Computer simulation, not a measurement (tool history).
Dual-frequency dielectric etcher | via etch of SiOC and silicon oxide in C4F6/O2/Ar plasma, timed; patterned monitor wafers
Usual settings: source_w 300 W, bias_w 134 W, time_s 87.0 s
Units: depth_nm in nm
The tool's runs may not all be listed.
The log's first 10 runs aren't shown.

run,hour,source_w,bias_w,time_s,"read-back reference wafer on the same gauge, depth_nm",depth_nm
11,125.3,300,123,87.0,71.8,84.2
12,133.9,300,134,87.0,71.8,85.5
13,149.1,300,134,87.0,71.8,85.2
14,165.4,320,134,87.0,71.8,87.5
15,180.6,370,116,67.0,71.8,67.7
16,197.0,340,117,107.5,71.9,105.4
17,210.4,340,157,65.5,71.9,70.0
18,217.5,260,111,106.0,71.8,94.1
19,229.6,320,167,96.5,71.8,101.8
20,236.0,350,134,87.0,71.8,89.5
21,243.3,380,103,104.5,71.8,103.2
22,252.7,300,134,87.0,71.8,84.4
23,266.0,300,134,87.0,71.8,84.2
24,282.3,300,134,68.0,71.8,65.7
25,291.1,260,108,87.0,71.8,75.7
26,302.7,300,134,87.0,71.8,84.1
27,315.5,300,157,74.5,71.8,75.1
28,332.4,300,134,87.0,71.8,83.9

Forecast run 29:
29,349.7,300,134,87.0,?,?

read-back reference wafer on the same gauge, depth_nm: 71.8
depth_nm: 83.8 nm
Without the tool's hidden state the same run would have given depth_nm 86.8 nm.

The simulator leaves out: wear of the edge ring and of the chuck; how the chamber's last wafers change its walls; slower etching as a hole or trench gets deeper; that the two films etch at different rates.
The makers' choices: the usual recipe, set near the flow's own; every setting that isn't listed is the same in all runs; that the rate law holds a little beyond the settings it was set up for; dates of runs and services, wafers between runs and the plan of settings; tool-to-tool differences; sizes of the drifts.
